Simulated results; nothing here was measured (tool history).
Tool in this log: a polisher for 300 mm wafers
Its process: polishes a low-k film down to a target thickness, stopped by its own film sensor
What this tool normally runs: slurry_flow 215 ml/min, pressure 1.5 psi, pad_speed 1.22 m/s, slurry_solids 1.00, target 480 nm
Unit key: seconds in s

run	hour	slurry_flow	pressure	pad_speed	slurry_solids	target	wafers since the last listed run	wafers polished on this pad	hours since the slurry nozzle was cleaned	hours since the head pressure was calibrated	hours since the slurry blender was calibrated	hours since the conditioning disc was replaced	incoming thickness of the incoming film, nm	seconds
1	0.0	215	1.5	1.22	1.00	480	0	1121	572.1	324.5	197.0	215.5	534.0	136.9
# hour 10.3: worn pad replaced by a new one
2	20.6	215	1.5	1.22	1.00	480	107	66	592.7	345.1	217.6	236.1	538.5	127.7
3	39.3	215	1.5	1.22	1.00	480	121	187	611.4	363.8	236.3	254.8	538.7	129.6
4	60.1	215	1.5	1.22	1.00	480	134	322	632.2	384.6	257.1	275.6	537.7	128.6
5	75.9	215	1.5	1.22	1.00	480	102	424	648.0	400.4	272.9	291.4	545.0	151.3
6	101.5	215	1.5	1.22	1.00	480	165	590	673.6	426.0	298.5	317.0	543.8	151.2
# hour 167.9: worn pad replaced by a new one
7	182.9	215	1.5	1.22	1.00	480	501	97	755.0	507.4	379.9	398.4	545.0	146.9
8	195.5	215	1.5	1.22	1.00	480	81	178	767.6	520.0	392.5	411.0	549.0	158.9
# hour 220.6: slurry nozzle cleaned
9	225.1	215	1.5	1.22	1.00	480	185	363	4.5	549.6	422.1	440.6	538.9	137.0
# hour 236.2: conditioning disc replaced and pad reconditioned
10	254.0	165	1.5	1.22	1.10	480	174	538	33.4	578.5	451.0	17.8	534.3	127.4
11	281.5	165	1.5	1.22	1.10	480	178	716	60.9	606.0	478.5	45.3	538.5	140.5
# hour 290.5: slurry blender recalibrated
12	299.5	215	1.5	1.22	1.00	491	103	819	78.9	624.0	9.0	63.3	542.6	134.1
13	314.9	190	1.8	1.44	1.00	480	99	919	94.3	639.4	24.4	78.7	537.9	113.7
# hour 321.1: worn pad replaced by a new one
14	328.7	215	1.5	1.22	1.30	480	63	49	108.1	653.2	38.2	92.5	543.0	127.5
15	345.8	180	1.5	1.22	1.00	493	110	160	125.2	670.3	55.3	109.6	533.5	96.2
16	389.1	185	1.8	1.22	1.25	493	280	440	168.5	713.6	98.6	152.9	534.7	78.3
17	403.9	215	1.5	1.22	1.00	480	95	536	183.3	728.4	113.4	167.7	541.0	148.7
18	428.9	215	1.5	1.22	1.00	480	161	698	208.3	753.4	138.4	192.7	543.7	156.1
# hour 447.9: head pressure recalibrated
19	453.6	215	1.5	1.22	1.00	480	146	844	233.0	5.7	163.1	217.4	541.2	146.7
20	483.4	215	1.2	1.42	0.80	472	192	1037	262.8	35.5	192.9	247.2	533.7	186.6
# hour 504.0: worn pad replaced by a new one
21	514.9	215	1.5	1.22	1.00	491	178	70	294.3	67.0	224.4	278.7	540.0	108.7
22	548.9	215	1.5	1.22	1.00	480	220	290	328.3	101.0	258.4	312.7	538.9	134.1
23	567.1	215	1.5	1.38	1.00	480	117	408	346.5	119.2	276.6	330.9	550.4	144.7
24	589.6	215	1.5	1.22	1.00	480	145	554	369.0	141.7	299.1	353.4	540.7	144.0
25	603.8	260	1.5	1.22	1.00	480	91	646	383.2	155.9	313.3	367.6	540.6	139.7

Hidden condition of the tool, last listed run before each entry between runs versus first listed run after:
In the gap between runs 1 and 2: worn pad replaced by a new one (hour 10.3)
  removal rate lost through wear of the pad, %: 16.7 -> 2.7; deviation of the head's pressure from its setpoint, %: -1.04 -> -1.27
  difference, measured minus the result without the unlogged condition, seconds: +23.9 -> +4.9 s
In the gap between runs 6 and 7: worn pad replaced by a new one (hour 167.9)
  removal rate lost through wear of the pad, %: 9.32 -> 1.79; deviation of the head's pressure from its setpoint, %: -2.34 -> -3.63
  difference, measured minus the result without the unlogged condition, seconds: +16.9 -> +7.3 s
In the gap between runs 8 and 9: slurry nozzle cleaned (hour 220.6)
  removal rate lost through wear of the pad, %: 2.82 -> 5.24; deviation of the head's pressure from its setpoint, %: -3.85 -> -4.39
  difference, measured minus the result without the unlogged condition, seconds: +9.7 -> +12.2 s
In the gap between runs 9 and 10: conditioning disc replaced and pad reconditioned (hour 236.2)
  removal rate lost through wear of the pad, %: 5.24 -> 7.61; deviation of the head's pressure from its setpoint, %: -4.39 -> -4.94
  difference, measured minus the result without the unlogged condition, seconds: +12.2 -> +14.8 s
In the gap between runs 11 and 12: slurry blender recalibrated (hour 290.5)
  removal rate lost through wear of the pad, %: 9.86 -> 11.3; deviation of the head's pressure from its setpoint, %: -5.5 -> -5.88
  difference, measured minus the result without the unlogged condition, seconds: +20.0 -> +21.3 s
In the gap between runs 13 and 14: worn pad replaced by a new one (hour 321.1)
  removal rate lost through wear of the pad, %: 12.6 -> 1.45; deviation of the head's pressure from its setpoint, %: -6.21 -> -6.51
  difference, measured minus the result without the unlogged condition, seconds: +19.7 -> +9.0 s
In the gap between runs 18 and 19: head pressure recalibrated (hour 447.9)
  removal rate lost through wear of the pad, %: 9.65 -> 11.7; deviation of the head's pressure from its setpoint, %: -8.91 -> -0.352
  difference, measured minus the result without the unlogged condition, seconds: +26.1 -> +17.5 s
In the gap between runs 20 and 21: worn pad replaced by a new one (hour 504.0)
  removal rate lost through wear of the pad, %: 14.1 -> 3; deviation of the head's pressure from its setpoint, %: -0.373 -> -0.428
  difference, measured minus the result without the unlogged condition, seconds: +26.8 -> +3.7 s

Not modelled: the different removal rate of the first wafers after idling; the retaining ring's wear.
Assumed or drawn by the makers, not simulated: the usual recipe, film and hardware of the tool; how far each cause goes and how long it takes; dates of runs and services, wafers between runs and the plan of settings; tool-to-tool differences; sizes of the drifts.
